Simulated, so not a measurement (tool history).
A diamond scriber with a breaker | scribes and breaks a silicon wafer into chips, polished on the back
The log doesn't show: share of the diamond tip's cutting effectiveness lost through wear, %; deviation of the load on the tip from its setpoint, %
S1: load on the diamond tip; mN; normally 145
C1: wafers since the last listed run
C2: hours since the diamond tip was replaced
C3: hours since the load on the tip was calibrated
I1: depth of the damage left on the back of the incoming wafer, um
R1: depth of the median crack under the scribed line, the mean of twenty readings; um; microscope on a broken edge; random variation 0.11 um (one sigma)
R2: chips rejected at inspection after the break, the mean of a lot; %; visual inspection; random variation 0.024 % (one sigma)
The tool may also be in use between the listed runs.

run,hour,S1,C1,C2,C3,I1,R1,R2
1,0.0,145,0,468.0,349.0,0.05,9.42,0.79
2,16.0,145,56,484.0,365.0,0.03,9.41,0.80
3,28.4,116,43,496.4,377.4,0.04,8.36,5.57
4,36.6,116,28,504.6,385.6,0.03,8.30,5.41
5,46.4,145,34,514.4,395.4,0.05,9.36,0.78
6,62.9,145,57,530.9,411.9,0.02,9.38,0.85
7,75.9,145,45,543.9,424.9,0.04,9.50,0.83
8,84.7,145,30,552.7,433.7,0.03,9.39,0.89
9,98.2,145,47,566.2,447.2,0.04,9.32,0.85
10,111.9,145,48,579.9,460.9,0.04,9.17,0.81
11,129.2,145,60,597.2,478.2,0.02,9.43,0.90
12,144.8,145,54,612.8,493.8,0.04,9.33,1.01
13,151.7,121,24,619.7,500.7,0.02,8.25,4.63
# hour 156.3: diamond tip replaced by a new one
14,166.4,121,44,10.1,515.4,0.03,9.22,1.15
15,176.7,121,36,20.4,525.7,0.01,9.10,1.15
16,192.8,145,56,36.5,541.8,0.03,10.22,1.06
17,204.9,175,42,48.6,553.9,0.04,11.53,5.31
18,211.5,145,23,55.2,560.5,0.02,10.38,1.25
19,226.4,108,52,70.1,575.4,0.04,8.61,2.75
20,232.8,160,22,76.5,581.8,0.03,10.86,3.18
# hour 245.7: load on the tip recalibrated
21,285.8,114,179,129.5,40.1,0.02,8.26,4.92
22,293.9,172,28,137.6,48.2,0.04,10.30,1.78
23,309.1,187,53,152.8,63.4,0.04,11.00,3.95
24,319.8,145,37,163.5,74.1,0.02,9.48,0.65
25,330.4,110,37,174.1,84.7,0.03,8.12,6.28
26,342.4,171,42,186.1,96.7,0.02,10.74,1.74
27,396.0,157,188,239.7,150.3,0.04,9.95,0.74
28,409.6,133,47,253.3,163.9,0.03,8.77,1.51
29,419.5,145,34,263.2,173.8,0.02,9.64,0.63
30,426.0,109,22,269.7,180.3,0.02,7.89,6.54
31,436.8,145,37,280.5,191.1,0.04,9.76,0.66
32,445.0,111,28,288.7,199.3,0.03,8.20,6.72

Forecast each of these 5 alternatives for the next run:
A,445.5,189,1,289.2,199.8,0.02,?,?
B,445.5,120,1,289.2,199.8,0.02,?,?
C,445.5,168,1,289.2,199.8,0.02,?,?
D,445.5,173,1,289.2,199.8,0.02,?,?
E,445.5,130,1,289.2,199.8,0.02,?,?

run,R1,R2
A,11.10,4.07
B,8.50,3.79
C,10.34,1.42
D,10.52,1.91
E,8.90,1.96
Take away the tool's hidden state, keep each run's random variation, and the runs would have read:
run,R1,R2
A,11.33,5.21
B,8.68,2.85
C,10.56,2.03
D,10.75,2.65
E,9.09,1.37
